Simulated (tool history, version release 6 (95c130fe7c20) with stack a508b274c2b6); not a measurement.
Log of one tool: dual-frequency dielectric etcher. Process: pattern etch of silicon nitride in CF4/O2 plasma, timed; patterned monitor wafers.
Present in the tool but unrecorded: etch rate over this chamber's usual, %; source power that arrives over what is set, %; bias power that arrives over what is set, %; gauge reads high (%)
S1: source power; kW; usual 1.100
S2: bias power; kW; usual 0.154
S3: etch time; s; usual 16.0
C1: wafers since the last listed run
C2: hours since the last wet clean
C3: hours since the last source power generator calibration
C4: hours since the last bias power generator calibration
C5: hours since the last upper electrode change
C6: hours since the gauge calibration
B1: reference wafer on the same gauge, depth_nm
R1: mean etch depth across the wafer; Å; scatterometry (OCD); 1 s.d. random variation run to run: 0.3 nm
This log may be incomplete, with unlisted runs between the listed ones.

run   hour     S1     S2    S3   C1     C2      C3      C4      C5     C6    B1   R1
  1    0.0  1.040  0.154  16.0    0  488.1  3250.3  2598.7  3404.0   83.1  60.9  561
  2   12.8  1.040  0.154  16.0  159  500.9  3263.1  2611.5  3416.8   95.9  61.0  562
  3   28.1  1.040  0.154  16.0  190  516.2  3278.4  2626.8  3432.1  111.2  60.9  561
  4   34.7  1.300  0.154  17.5   82  522.8  3285.0  2633.4  3438.7  117.8  61.0  691
  5   51.2  1.300  0.154  17.5  205  539.3  3301.5  2649.9  3455.2  134.3  61.0  691
  6   66.6  1.300  0.154  17.5  191  554.7  3316.9  2665.3  3470.6  149.7  60.9  689
  7   75.5  1.100  0.154  15.0  110  563.6  3325.8  2674.2  3479.5  158.6  61.1  542
  8   82.0  1.100  0.154  15.0   80  570.1  3332.3  2680.7  3486.0  165.1  61.0  541
     100.5  -- bias power generator calibrated
  9  101.0  1.100  0.154  16.0  186  589.1  3351.3     0.5  3505.0  184.1  61.0  576
 10  108.1  1.100  0.154  16.0   88  596.2  3358.4     7.6  3512.1  191.2  60.9  570
     124.4  -- source power generator calibrated
     140.7  -- wet clean of the chamber
     157.1  -- upper electrode replaced
 11  157.6  1.020  0.180  18.5  158   16.9    33.2    57.1     0.5  240.7  61.0  671
 12  158.0  1.100  0.154  16.0    4   17.3    33.6    57.5     0.9  241.1  61.0  578
 13  166.0  1.190  0.169  19.5   99   25.3    41.6    65.5     8.9  249.1  61.0  749
     178.1  -- gauge calibrated
 14  179.5  1.100  0.154  16.0  167   38.8    55.1    79.0    22.4    1.4  61.0  576
 15  197.0  1.100  0.187  16.0  217   56.3    72.6    96.5    39.9   18.9  61.0  613
 16  210.8  1.190  0.169  19.5  171   70.1    86.4   110.3    53.7   32.7  61.0  746
 17  227.2  1.310  0.143  19.5  203   86.5   102.8   126.7    70.1   49.1  61.0  760
 18  238.3  1.100  0.177  16.0  138   97.6   113.9   137.8    81.2   60.2  60.9  599
 19  248.0  1.100  0.154  16.0  120  107.3   123.6   147.5    90.9   69.9  61.1  579
 20  255.2  1.100  0.172  16.0   89  114.5   130.8   154.7    98.1   77.1  61.0  595
 21  265.0  1.220  0.154  16.0  121  124.3   140.6   164.5   107.9   86.9  60.9  611

Forecast each of these 3 alternatives for the next run:
  A  265.4  1.100  0.154  16.0   4  124.7  141.0  164.9  108.3  87.3   ?   ?
  B  265.4  1.100  0.144  16.0   4  124.7  141.0  164.9  108.3  87.3   ?   ?
  C  265.4  1.180  0.174  20.0   4  124.7  141.0  164.9  108.3  87.3   ?   ?

run    B1   R1
  A  61.1  580
  B  61.1  571
  C  61.1  776
With no hidden state in the tool, these same runs would have given:
run   R1
  A  580
  B  571
  C  776

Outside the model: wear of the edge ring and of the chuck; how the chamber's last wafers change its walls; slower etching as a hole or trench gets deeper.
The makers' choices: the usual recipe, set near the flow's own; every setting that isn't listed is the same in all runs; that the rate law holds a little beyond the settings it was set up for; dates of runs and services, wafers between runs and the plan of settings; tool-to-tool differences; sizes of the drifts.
